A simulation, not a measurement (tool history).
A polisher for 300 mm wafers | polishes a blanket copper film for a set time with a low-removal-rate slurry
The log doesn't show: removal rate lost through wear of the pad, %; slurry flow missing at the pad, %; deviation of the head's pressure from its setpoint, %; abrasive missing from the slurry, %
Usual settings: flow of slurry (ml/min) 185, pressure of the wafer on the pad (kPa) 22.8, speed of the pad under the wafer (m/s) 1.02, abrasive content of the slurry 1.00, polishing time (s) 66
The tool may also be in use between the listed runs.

| run | hour | flow of slurry (ml/min) | pressure of the wafer on the pad (kPa) | speed of the pad under the wafer (m/s) | abrasive content of the slurry | polishing time (s) | wafers since the last listed run | wafers polished on this pad | hours since the slurry nozzle was cleaned | hours since the head pressure was calibrated | hours since the slurry blender was calibrated | incoming thickness of the incoming film, nm | film removed (angstrom) |
|---|---|---|---|---|---|---|---|---|---|---|---|---|---|
| 1 | 0.0 | 185 | 22.8 | 1.02 | 0.90 | 66 | 0 | 3474 | 333.6 | 473.4 | 337.3 | 697.7 | 2044 |
|  | 64.7 | slurry nozzle cleaned |
|  | 77.2 | slurry blender recalibrated |
|  | 77.7 | worn pad replaced by a new one |
|  | 103.7 | head pressure recalibrated |
| 2 | 277.9 | 185 | 22.8 | 1.02 | 0.90 | 66 | 2540 | 1848 | 213.2 | 174.2 | 200.7 | 694.3 | 2201 |
| 3 | 383.8 | 185 | 22.8 | 1.02 | 0.90 | 66 | 987 | 2835 | 319.1 | 280.1 | 306.6 | 678.0 | 2139 |
|  | 455.5 | worn pad replaced by a new one |
| 4 | 456.0 | 185 | 25.5 | 1.02 | 1.00 | 66 | 635 | 4 | 391.3 | 352.3 | 378.8 | 687.9 | 2524 |
|  | 546.8 | slurry nozzle cleaned |
| 5 | 553.9 | 185 | 25.5 | 1.02 | 1.00 | 66 | 903 | 907 | 7.1 | 450.2 | 476.7 | 700.2 | 2480 |
|  | 570.5 | slurry blender recalibrated |
| 6 | 608.5 | 185 | 22.8 | 1.02 | 1.00 | 66 | 490 | 1398 | 61.7 | 504.8 | 38.0 | 694.0 | 2214 |
|  | 818.5 | head pressure recalibrated |
| 7 | 875.3 | 185 | 29.0 | 1.02 | 1.00 | 66 | 2469 | 3867 | 328.5 | 56.8 | 304.8 | 686.3 | 2618 |
|  | 928.2 | worn pad replaced by a new one |
|  | 940.2 | slurry nozzle cleaned |
|  | 1054.7 | slurry blender recalibrated |
| 8 | 1140.5 | 185 | 29.0 | 1.02 | 1.00 | 66 | 2407 | 1951 | 200.3 | 322.0 | 85.8 | 688.1 | 2854 |
| 9 | 1190.2 | 185 | 22.8 | 1.02 | 1.00 | 66 | 463 | 2415 | 250.0 | 371.7 | 135.5 | 691.9 | 2258 |
| 10 | 1294.8 | 185 | 22.8 | 1.02 | 1.00 | 66 | 975 | 3390 | 354.6 | 476.3 | 240.1 | 690.3 | 2199 |
|  | 1365.4 | worn pad replaced by a new one |
| 11 | 1375.8 | 185 | 22.8 | 1.02 | 1.00 | 66 | 717 | 97 | 435.6 | 557.3 | 321.1 | 692.9 | 2339 |
|  | 1429.8 | slurry nozzle cleaned |
| 12 | 1452.1 | 185 | 22.8 | 0.68 | 1.10 | 66 | 702 | 799 | 22.3 | 633.6 | 397.4 | 692.9 | 1598 |
| 13 | 1513.0 | 185 | 22.8 | 1.02 | 1.00 | 66 | 567 | 1367 | 83.2 | 694.5 | 458.3 | 699.8 | 2281 |
|  | 1532.1 | head pressure recalibrated |
|  | 1538.7 | slurry blender recalibrated |
| 14 | 1661.1 | 210 | 22.8 | 1.02 | 1.15 | 51 | 1343 | 2710 | 231.3 | 129.0 | 122.4 | 699.0 | 1798 |
| 15 | 1716.9 | 185 | 22.8 | 1.02 | 1.10 | 66 | 520 | 3230 | 287.1 | 184.8 | 178.2 | 690.5 | 2197 |
| 16 | 1765.9 | 185 | 20.7 | 0.78 | 1.00 | 49 | 456 | 3687 | 336.1 | 233.8 | 227.2 | 688.5 | 1120 |
|  | 1788.7 | worn pad replaced by a new one |
|  | 1845.2 | slurry nozzle cleaned |
| 17 | 1845.7 | 185 | 22.8 | 1.02 | 1.00 | 66 | 697 | 522 | 0.5 | 313.6 | 307.0 | 701.0 | 2247 |
| 18 | 1916.8 | 185 | 22.8 | 1.02 | 1.15 | 73 | 662 | 1185 | 71.6 | 384.7 | 378.1 | 691.4 | 2673 |
|  | 1956.8 | slurry blender recalibrated |
| 19 | 2010.4 | 185 | 17.9 | 1.12 | 1.15 | 79 | 854 | 2039 | 165.2 | 478.3 | 53.6 | 697.7 | 2381 |
| 20 | 2109.9 | 185 | 22.8 | 0.66 | 1.00 | 74 | 927 | 2967 | 264.7 | 577.8 | 153.1 | 683.8 | 1577 |
|  | 2126.1 | head pressure recalibrated |
| 21 | 2154.2 | 185 | 22.8 | 1.32 | 1.25 | 66 | 394 | 3361 | 309.0 | 28.1 | 197.4 | 683.7 | 3029 |

Hidden state or all else? Some run-to-run changes of film removed (angstrom), split into what the settings, what came in and random variation would give without the hidden state, and what is left for the hidden state (with any gauge scatter that isn't in both results):
Run 6 -> 7: pressure of the wafer on the pad (kPa) 22.8 -> 29.0, head pressure recalibrated. film removed (angstrom) +404: hidden state -209, all else +613.
Run 7 -> 8: worn pad replaced by a new one, slurry nozzle cleaned, slurry blender recalibrated. film removed (angstrom) +236: hidden state +199, all else +37.
Run 16 -> 17: pressure of the wafer on the pad (kPa) 20.7 -> 22.8, speed of the pad under the wafer (m/s) 0.78 -> 1.02, polishing time (s) 49 -> 66, worn pad replaced by a new one, slurry nozzle cleaned. film removed (angstrom) +1127: hidden state +76, all else +1051.
Run 20 -> 21: speed of the pad under the wafer (m/s) 0.66 -> 1.32, abrasive content of the slurry 1.00 -> 1.25, polishing time (s) 74 -> 66, head pressure recalibrated. film removed (angstrom) +1452: hidden state -115, all else +1567.
